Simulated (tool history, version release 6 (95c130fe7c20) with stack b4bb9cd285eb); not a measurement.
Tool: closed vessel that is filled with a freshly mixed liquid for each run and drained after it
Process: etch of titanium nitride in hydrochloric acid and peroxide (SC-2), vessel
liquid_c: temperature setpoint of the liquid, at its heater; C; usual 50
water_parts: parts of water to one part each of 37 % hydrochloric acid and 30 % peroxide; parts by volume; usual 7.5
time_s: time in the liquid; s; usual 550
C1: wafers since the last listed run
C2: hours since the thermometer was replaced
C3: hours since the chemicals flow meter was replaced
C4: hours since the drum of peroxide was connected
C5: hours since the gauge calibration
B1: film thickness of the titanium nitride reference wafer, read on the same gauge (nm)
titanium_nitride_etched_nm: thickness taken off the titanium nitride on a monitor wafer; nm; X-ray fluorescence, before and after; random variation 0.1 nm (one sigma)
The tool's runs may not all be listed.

run 1 hour=0 | liquid_c=58 water_parts=7.5 time_s=550 | C1=0 C2=757.8 C3=891.2 C4=153.5 C5=933.2 | B1=109.97 | titanium_nitride_etched_nm=33.23
run 2 hour=46.2 | liquid_c=50 water_parts=7.5 time_s=550 | C1=1995 C2=804 C3=937.4 C4=199.7 C5=979.4 | B1=110.03 | titanium_nitride_etched_nm=19.63
run 3 hour=107.1 | liquid_c=50 water_parts=7.5 time_s=550 | C1=2630 C2=864.9 C3=998.3 C4=260.6 C5=1040.3 | B1=110.01 | titanium_nitride_etched_nm=19.73
run 4 hour=171.5 | liquid_c=44 water_parts=9.5 time_s=315 | C1=2781 C2=929.3 C3=1062.7 C4=325 C5=1104.7 | B1=110.01 | titanium_nitride_etched_nm=6.18
run 5 hour=235.3 | liquid_c=50 water_parts=10 time_s=550 | C1=2755 C2=993.1 C3=1126.5 C4=388.8 C5=1168.5 | B1=110 | titanium_nitride_etched_nm=15.66
-- hour=290.2 gauge calibrated
run 6 hour=298.9 | liquid_c=46 water_parts=7.5 time_s=740 | C1=2746 C2=1056.7 C3=1190.1 C4=452.4 C5=8.7 | B1=109.98 | titanium_nitride_etched_nm=20.43
-- hour=338.5 new drum of peroxide connected
run 7 hour=344.9 | liquid_c=50 water_parts=7.5 time_s=550 | C1=1943 C2=1102.7 C3=1236.1 C4=6.4 C5=54.7 | B1=109.99 | titanium_nitride_etched_nm=20.14
run 8 hour=378.3 | liquid_c=59.5 water_parts=5.5 time_s=315 | C1=1442 C2=1136.1 C3=1269.5 C4=39.8 C5=88.1 | B1=109.97 | titanium_nitride_etched_nm=26.89
-- hour=389.7 thermometer replaced
run 9 hour=420.8 | liquid_c=50 water_parts=4 time_s=840 | C1=1792 C2=31.1 C3=1312 C4=82.3 C5=130.6 | B1=110.01 | titanium_nitride_etched_nm=45.73
run 10 hour=484.4 | liquid_c=50 water_parts=7.5 time_s=780 | C1=2746 C2=94.7 C3=1375.6 C4=145.9 C5=194.2 | B1=109.98 | titanium_nitride_etched_nm=26.98
run 11 hour=519.3 | liquid_c=50 water_parts=7.5 time_s=550 | C1=1507 C2=129.6 C3=1410.5 C4=180.8 C5=229.1 | B1=109.95 | titanium_nitride_etched_nm=19.27
run 12 hour=581.6 | liquid_c=50 water_parts=7.5 time_s=550 | C1=2690 C2=191.9 C3=1472.8 C4=243.1 C5=291.4 | B1=109.96 | titanium_nitride_etched_nm=19.08
run 13 hour=626.8 | liquid_c=50 water_parts=7.5 time_s=550 | C1=1952 C2=237.1 C3=1518 C4=288.3 C5=336.6 | B1=109.96 | titanium_nitride_etched_nm=19.19
run 14 hour=690.6 | liquid_c=54.5 water_parts=10 time_s=280 | C1=2755 C2=300.9 C3=1581.8 C4=352.1 C5=400.4 | B1=110.03 | titanium_nitride_etched_nm=10.44
run 15 hour=728.1 | liquid_c=50 water_parts=7.5 time_s=550 | C1=1619 C2=338.4 C3=1619.3 C4=389.6 C5=437.9 | B1=110.01 | titanium_nitride_etched_nm=19.28
-- hour=741.2 chemicals flow meter replaced
run 16 hour=755.7 | liquid_c=50 water_parts=7.5 time_s=550 | C1=1148 C2=366 C3=14.5 C4=417.2 C5=465.5 | B1=110.02 | titanium_nitride_etched_nm=19.15
run 17 hour=823.1 | liquid_c=50 water_parts=4 time_s=550 | C1=2911 C2=433.4 C3=81.9 C4=484.6 C5=532.9 | B1=110.01 | titanium_nitride_etched_nm=30.56
-- hour=830.7 new drum of peroxide connected
run 18 hour=855.1 | liquid_c=59 water_parts=4 time_s=755 | C1=1338 C2=465.4 C3=113.9 C4=24.4 C5=564.9 | B1=110.01 | titanium_nitride_etched_nm=76.58
run 19 hour=898.7 | liquid_c=40.5 water_parts=7.5 time_s=550 | C1=1883 C2=509 C3=157.5 C4=68 C5=608.5 | B1=110.03 | titanium_nitride_etched_nm=10.19
run 20 hour=931.1 | liquid_c=45 water_parts=6 time_s=850 | C1=1399 C2=541.4 C3=189.9 C4=100.4 C5=640.9 | B1=110.01 | titanium_nitride_etched_nm=25.56
run 21 hour=976.7 | liquid_c=50 water_parts=7.5 time_s=550 | C1=1969 C2=587 C3=235.5 C4=146 C5=686.5 | B1=110 | titanium_nitride_etched_nm=19.5
run 22 hour=1018.9 | liquid_c=41 water_parts=6 time_s=310 | C1=1822 C2=629.2 C3=277.7 C4=188.2 C5=728.7 | B1=109.98 | titanium_nitride_etched_nm=7.12
run 23 hour=1075.2 | liquid_c=50 water_parts=7.5 time_s=550 | C1=2431 C2=685.5 C3=334 C4=244.5 C5=785 | B1=109.99 | titanium_nitride_etched_nm=19.51
run 24 hour=1128 | liquid_c=59 water_parts=4.5 time_s=860 | C1=2280 C2=738.3 C3=386.8 C4=297.3 C5=837.8 | B1=109.94 | titanium_nitride_etched_nm=80.83
run 25 hour=1199 | liquid_c=58.5 water_parts=6 time_s=550 | C1=3066 C2=809.3 C3=457.8 C4=368.3 C5=908.8 | B1=109.97 | titanium_nitride_etched_nm=40.86
run 26 hour=1255.5 | liquid_c=50 water_parts=7.5 time_s=420 | C1=2440 C2=865.8 C3=514.3 C4=424.8 C5=965.3 | B1=109.98 | titanium_nitride_etched_nm=15.06
run 27 hour=1304.9 | liquid_c=50 water_parts=7.5 time_s=440 | C1=2133 C2=915.2 C3=563.7 C4=474.2 C5=1014.7 | B1=109.99 | titanium_nitride_etched_nm=15.74
run 28 hour=1332 | liquid_c=59.5 water_parts=7.5 time_s=550 | C1=1170 C2=942.3 C3=590.8 C4=501.3 C5=1041.8 | B1=109.97 | titanium_nitride_etched_nm=36.75

Forecast each of these 5 alternatives for the next run:
run A hour=1332.8 | liquid_c=50 water_parts=7.5 time_s=695 | C1=34 C2=943.1 C3=591.6 C4=502.1 C5=1042.6 | B1=? | titanium_nitride_etched_nm=?
run B hour=1332.8 | liquid_c=50 water_parts=8.5 time_s=550 | C1=34 C2=943.1 C3=591.6 C4=502.1 C5=1042.6 | B1=? | titanium_nitride_etched_nm=?
run C hour=1332.8 | liquid_c=47 water_parts=7.5 time_s=550 | C1=34 C2=943.1 C3=591.6 C4=502.1 C5=1042.6 | B1=? | titanium_nitride_etched_nm=?
run D hour=1332.8 | liquid_c=44.5 water_parts=11 time_s=455 | C1=34 C2=943.1 C3=591.6 C4=502.1 C5=1042.6 | B1=? | titanium_nitride_etched_nm=?
run E hour=1332.8 | liquid_c=50 water_parts=6 time_s=550 | C1=34 C2=943.1 C3=591.6 C4=502.1 C5=1042.6 | B1=? | titanium_nitride_etched_nm=?

run=A B1=109.99 titanium_nitride_etched_nm=24.92
run=B B1=109.99 titanium_nitride_etched_nm=17.84
run=C B1=109.99 titanium_nitride_etched_nm=16.13
run=D B1=109.99 titanium_nitride_etched_nm=8.22
run=E B1=109.99 titanium_nitride_etched_nm=23.42
Without the tool's hidden state the same runs would have given:
run=A titanium_nitride_etched_nm=23.96
run=B titanium_nitride_etched_nm=17.16
run=C titanium_nitride_etched_nm=15.5
run=D titanium_nitride_etched_nm=7.89
run=E titanium_nitride_etched_nm=22.52
